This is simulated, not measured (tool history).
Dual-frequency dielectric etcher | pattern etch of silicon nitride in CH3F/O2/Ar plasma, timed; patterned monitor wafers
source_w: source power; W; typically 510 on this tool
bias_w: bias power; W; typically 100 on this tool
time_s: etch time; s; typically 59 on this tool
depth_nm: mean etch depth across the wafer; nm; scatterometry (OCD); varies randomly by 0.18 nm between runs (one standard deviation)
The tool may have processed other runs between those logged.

run   hour  source_w  bias_w  time_s  wafers since the last listed run  hours since the last wet clean  hours since the last source power generator calibration  hours since the last bias power generator calibration  hours since the last upper electrode change  hours since the gauge calibration  read-back reference wafer on the same gauge, depth_nm  depth_nm
  1      0       510     100      59                                 0                           271.1                                                   2236.4                                                 3013.6                                       1547.5                             2407.9                                                   60.9      53.2
  2   29.9       510     100      59                               251                             301                                                   2266.3                                                 3043.5                                       1577.4                             2437.8                                                   60.9      53.4
  3     63       510     100      59                               278                           334.1                                                   2299.4                                                 3076.6                                       1610.5                             2470.9                                                   60.9      53.4
     209.3  -- wet clean of the chamber
  4    278       510     100    63.5                              1608                            68.7                                                   2514.4                                                 3291.6                                       1825.5                             2685.9                                                   60.9      57.1
  5  319.9       510     100    63.5                               352                           110.6                                                   2556.3                                                 3333.5                                       1867.4                             2727.8                                                   60.9      57.5
  6  360.1       510     100    63.5                               338                           150.8                                                   2596.5                                                 3373.7                                       1907.6                               2768                                                   60.9      57.3
       386  -- gauge calibrated
  7  410.3       510     100      59                               422                             201                                                   2646.7                                                 3423.9                                       1957.8                               24.3                                                   60.9      53.4
  8  464.7       510     100      59                               458                           255.4                                                   2701.1                                                 3478.3                                       2012.2                               78.7                                                   60.9      53.5
  9  518.8       510     100      59                               455                           309.5                                                   2755.2                                                 3532.4                                       2066.3                              132.8                                                   60.9      53.2
 10  551.2       600     100      69                               272                           341.9                                                   2787.6                                                 3564.8                                       2098.7                              165.2                                                   60.9      65.6
 11    604       600     100      69                               444                           394.7                                                   2840.4                                                 3617.6                                       2151.5                                218                                                   60.9      65.3
     628.6  -- source power generator calibrated
     680.1  -- upper electrode replaced, of another model than before
 12  680.6       510      87    65.5                               409                           471.3                                                       52                                                 3694.2                                          0.5                              294.6                                                   60.9      55.3
 13  721.7       620      89      59                               346                           512.4                                                     93.1                                                 3735.3                                         41.6                              335.7                                                   60.9        55
     746.1  -- wet clean of the chamber
 14  779.4       630      85      59                               283                            33.3                                                    150.8                                                   3793                                         99.3                              393.4                                                   60.9      54.4
 15  804.4       450      83    71.5                               210                            58.3                                                    175.8                                                   3818                                        124.3                              418.4                                                   60.9      54.9
 16  855.9       580      87      59                               433                           109.8                                                    227.3                                                 3869.5                                        175.8                              469.9                                                   60.9      52.9
 17  897.9       510     100      59                               353                           151.8                                                    269.3                                                 3911.5                                        217.8                              511.9                                                   60.9      52.7
 18  961.8       510     100      59                               538                           215.7                                                    333.2                                                 3975.4                                        281.7                              575.8                                                   60.9      52.7

Predict the results of run 19:
 19  1003.4       510     113    48.5                               350                           257.3                                                    374.8                                                   4017                                        323.3                              617.4                                                      ?         ?

{"run 19": {"read-back reference wafer on the same gauge, depth_nm": 60.9, "depth_nm": 45.4}}
Had the tool carried no hidden state, the very same run would have given depth_nm 45.1 nm.
